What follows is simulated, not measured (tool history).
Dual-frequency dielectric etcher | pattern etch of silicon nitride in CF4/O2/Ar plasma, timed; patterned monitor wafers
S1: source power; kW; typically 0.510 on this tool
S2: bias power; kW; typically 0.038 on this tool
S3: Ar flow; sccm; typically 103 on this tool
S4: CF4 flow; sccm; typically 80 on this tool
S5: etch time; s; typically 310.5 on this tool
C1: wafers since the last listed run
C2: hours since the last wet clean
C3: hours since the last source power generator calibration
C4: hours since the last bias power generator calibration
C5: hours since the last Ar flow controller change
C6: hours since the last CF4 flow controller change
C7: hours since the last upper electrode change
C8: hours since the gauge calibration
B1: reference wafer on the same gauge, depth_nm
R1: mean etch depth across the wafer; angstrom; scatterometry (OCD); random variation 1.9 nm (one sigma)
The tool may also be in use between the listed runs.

| run | day | S1 | S2 | S3 | S4 | S5 | C1 | C2 | C3 | C4 | C5 | C6 | C7 | C8 | B1 | R1 |
|---|---|---|---|---|---|---|---|---|---|---|---|---|---|---|---|---|
| 1 | 0.000 | 0.510 | 0.038 | 103 | 80 | 310.5 | 0 | 402.7 | 2456.4 | 2122.0 | 230.7 | 554.1 | 3934.6 | 157.2 | 504.7 | 5381 |
|  | 1.433 | upper electrode replaced |
| 2 | 1.621 | 0.510 | 0.038 | 103 | 80 | 310.5 | 107 | 441.6 | 2495.3 | 2160.9 | 269.6 | 593.0 | 4.5 | 196.1 | 505.2 | 5387 |
| 3 | 4.517 | 0.610 | 0.048 | 103 | 61 | 310.5 | 501 | 511.1 | 2564.8 | 2230.4 | 339.1 | 662.5 | 74.0 | 265.6 | 505.4 | 6618 |
|  | 6.829 | wet clean of the chamber |
| 4 | 8.542 | 0.510 | 0.038 | 121 | 92 | 239.5 | 523 | 41.1 | 2661.4 | 2327.0 | 435.7 | 759.1 | 170.6 | 362.2 | 504.3 | 4088 |
|  | 8.858 | source power generator calibrated |
| 5 | 11.462 | 0.510 | 0.038 | 103 | 80 | 310.5 | 476 | 111.2 | 62.5 | 2397.1 | 505.8 | 829.2 | 240.7 | 432.3 | 505.3 | 5287 |
| 6 | 14.517 | 0.410 | 0.041 | 103 | 80 | 310.5 | 528 | 184.5 | 135.8 | 2470.4 | 579.1 | 902.5 | 314.0 | 505.6 | 505.7 | 4353 |
| 7 | 17.925 | 0.510 | 0.038 | 103 | 80 | 310.5 | 589 | 266.3 | 217.6 | 2552.2 | 660.9 | 984.3 | 395.8 | 587.4 | 504.8 | 5335 |
| 8 | 21.325 | 0.510 | 0.041 | 103 | 96 | 284.0 | 588 | 347.9 | 299.2 | 2633.8 | 742.5 | 1065.9 | 477.4 | 669.0 | 505.6 | 5181 |
| 9 | 23.642 | 0.450 | 0.038 | 103 | 66 | 310.5 | 400 | 403.5 | 354.8 | 2689.4 | 798.1 | 1121.5 | 533.0 | 724.6 | 504.7 | 4591 |
|  | 27.338 | bias power generator calibrated |
| 10 | 27.517 | 0.510 | 0.038 | 123 | 80 | 310.5 | 641 | 496.5 | 447.8 | 4.3 | 891.1 | 1214.5 | 626.0 | 817.6 | 504.7 | 5243 |
|  | 28.983 | wet clean of the chamber |
| 11 | 29.062 | 0.440 | 0.038 | 124 | 71 | 310.5 | 94 | 1.9 | 484.9 | 41.4 | 928.2 | 1251.6 | 663.1 | 854.7 | 505.0 | 4341 |
| 12 | 30.712 | 0.510 | 0.038 | 103 | 80 | 310.5 | 285 | 41.5 | 524.5 | 81.0 | 967.8 | 1291.2 | 702.7 | 894.3 | 505.0 | 5272 |
| 13 | 34.783 | 0.560 | 0.042 | 127 | 99 | 310.5 | 704 | 139.2 | 622.2 | 178.7 | 1065.5 | 1388.9 | 800.4 | 992.0 | 505.1 | 6010 |
| 14 | 36.492 | 0.510 | 0.038 | 103 | 80 | 310.5 | 295 | 180.2 | 663.2 | 219.7 | 1106.5 | 1429.9 | 841.4 | 1033.0 | 504.7 | 5303 |
| 15 | 39.188 | 0.510 | 0.038 | 78 | 80 | 352.0 | 466 | 244.9 | 727.9 | 284.4 | 1171.2 | 1494.6 | 906.1 | 1097.7 | 504.8 | 6305 |
| 16 | 42.571 | 0.510 | 0.038 | 103 | 80 | 310.5 | 585 | 326.1 | 809.1 | 365.6 | 1252.4 | 1575.8 | 987.3 | 1178.9 | 504.6 | 5324 |
| 17 | 45.188 | 0.430 | 0.038 | 103 | 80 | 310.5 | 452 | 388.9 | 871.9 | 428.4 | 1315.2 | 1638.6 | 1050.1 | 1241.7 | 505.1 | 4526 |
| 18 | 47.792 | 0.600 | 0.038 | 103 | 80 | 269.0 | 450 | 451.4 | 934.4 | 490.9 | 1377.7 | 1701.1 | 1112.6 | 1304.2 | 504.8 | 5459 |
| 19 | 50.192 | 0.600 | 0.033 | 79 | 85 | 310.5 | 415 | 509.0 | 992.0 | 548.5 | 1435.3 | 1758.7 | 1170.2 | 1361.8 | 505.3 | 6388 |
|  | 53.800 | wet clean of the chamber |
| 20 | 54.562 | 0.440 | 0.038 | 121 | 80 | 310.5 | 583 | 18.3 | 1096.9 | 653.4 | 1540.2 | 1863.6 | 1275.1 | 1466.7 | 504.7 | 4460 |
| 21 | 59.025 | 0.510 | 0.038 | 117 | 80 | 365.0 | 772 | 125.4 | 1204.0 | 760.5 | 1647.3 | 1970.7 | 1382.2 | 1573.8 | 505.0 | 6108 |

Branching from run 21: 4 alternative next runs. What would each branch give?
| A | 59.046 | 0.510 | 0.038 | 103 | 97 | 310.5 | 3 | 125.9 | 1204.5 | 761.0 | 1647.8 | 1971.2 | 1382.7 | 1574.3 | ? | ? |
| B | 59.046 | 0.510 | 0.038 | 103 | 85 | 334.0 | 3 | 125.9 | 1204.5 | 761.0 | 1647.8 | 1971.2 | 1382.7 | 1574.3 | ? | ? |
| C | 59.046 | 0.510 | 0.038 | 117 | 95 | 271.5 | 3 | 125.9 | 1204.5 | 761.0 | 1647.8 | 1971.2 | 1382.7 | 1574.3 | ? | ? |
| D | 59.046 | 0.570 | 0.038 | 118 | 97 | 260.0 | 3 | 125.9 | 1204.5 | 761.0 | 1647.8 | 1971.2 | 1382.7 | 1574.3 | ? | ? |

| run | B1 | R1 |
|---|---|---|
| A | 504.6 | 5476 |
| B | 504.6 | 5772 |
| C | 504.6 | 4679 |
| D | 504.6 | 5013 |
Had the tool no hidden state, the same runs would have come out as:
| run | R1 |
|---|---|
| A | 5431 |
| B | 5724 |
| C | 4641 |
| D | 4971 |

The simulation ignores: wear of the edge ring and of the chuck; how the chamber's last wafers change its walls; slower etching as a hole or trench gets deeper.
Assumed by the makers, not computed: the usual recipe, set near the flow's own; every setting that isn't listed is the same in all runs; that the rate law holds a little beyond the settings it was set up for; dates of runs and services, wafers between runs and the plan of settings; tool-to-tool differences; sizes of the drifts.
